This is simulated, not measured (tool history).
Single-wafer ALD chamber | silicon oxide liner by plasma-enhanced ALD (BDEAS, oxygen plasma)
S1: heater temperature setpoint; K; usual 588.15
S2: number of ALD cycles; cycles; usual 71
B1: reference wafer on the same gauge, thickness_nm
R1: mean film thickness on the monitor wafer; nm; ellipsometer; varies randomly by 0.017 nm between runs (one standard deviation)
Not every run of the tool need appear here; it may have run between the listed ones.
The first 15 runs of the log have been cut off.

run 16 hour=874.3 | S1=597.15 S2=75 | B1=6.313 | R1=6.912
run 17 hour=912.8 | S1=584.15 S2=71 | B1=6.318 | R1=6.679
run 18 hour=938.9 | S1=588.15 S2=71 | B1=6.314 | R1=6.62
run 19 hour=988.1 | S1=600.15 S2=57 | B1=6.322 | R1=5.213
run 20 hour=1045.4 | S1=593.15 S2=76 | B1=6.321 | R1=7.049
run 21 hour=1090.6 | S1=577.15 S2=64 | B1=6.32 | R1=6.087
run 22 hour=1129.4 | S1=581.15 S2=84 | B1=6.316 | R1=7.951
run 23 hour=1173 | S1=588.15 S2=71 | B1=6.317 | R1=6.643
run 24 hour=1212 | S1=599.15 S2=78 | B1=6.32 | R1=7.154
-- hour=1267 gauge calibrated
run 25 hour=1280.7 | S1=588.15 S2=71 | B1=6.323 | R1=6.648
run 26 hour=1311.5 | S1=588.15 S2=71 | B1=6.322 | R1=6.657
run 27 hour=1364 | S1=588.15 S2=71 | B1=6.319 | R1=6.673
-- hour=1408.1 thermocouple changed; heater temperature recalibrated
run 28 hour=1408.6 | S1=596.15 S2=62 | B1=6.319 | R1=5.689
run 29 hour=1441.4 | S1=588.15 S2=71 | B1=6.32 | R1=6.631
run 30 hour=1469.2 | S1=596.15 S2=71 | B1=6.321 | R1=6.511
run 31 hour=1506.7 | S1=588.15 S2=71 | B1=6.311 | R1=6.6
run 32 hour=1575.5 | S1=577.15 S2=60 | B1=6.321 | R1=5.684
run 33 hour=1626.6 | S1=588.15 S2=71 | B1=6.319 | R1=6.627
run 34 hour=1698.3 | S1=580.15 S2=79 | B1=6.309 | R1=7.472
run 35 hour=1748.5 | S1=600.15 S2=83 | B1=6.314 | R1=7.589
run 36 hour=1795.5 | S1=593.15 S2=57 | B1=6.321 | R1=5.275

Branching from run 36: 5 alternative next runs. What would each branch give?
run A hour=1796 | S1=588.15 S2=61 | B1=? | R1=?
run B hour=1796 | S1=596.15 S2=78 | B1=? | R1=?
run C hour=1796 | S1=588.15 S2=60 | B1=? | R1=?
run D hour=1796 | S1=599.15 S2=66 | B1=? | R1=?
run E hour=1796 | S1=581.15 S2=75 | B1=? | R1=?

run=A B1=6.32 R1=5.692
run=B B1=6.32 R1=7.183
run=C B1=6.32 R1=5.598
run=D B1=6.32 R1=6.048
run=E B1=6.32 R1=7.078
Had the tool no hidden state, the same runs would have come out as:
run=A R1=5.681
run=B R1=7.17
run=C R1=5.588
run=D R1=6.037
run=E R1=7.065

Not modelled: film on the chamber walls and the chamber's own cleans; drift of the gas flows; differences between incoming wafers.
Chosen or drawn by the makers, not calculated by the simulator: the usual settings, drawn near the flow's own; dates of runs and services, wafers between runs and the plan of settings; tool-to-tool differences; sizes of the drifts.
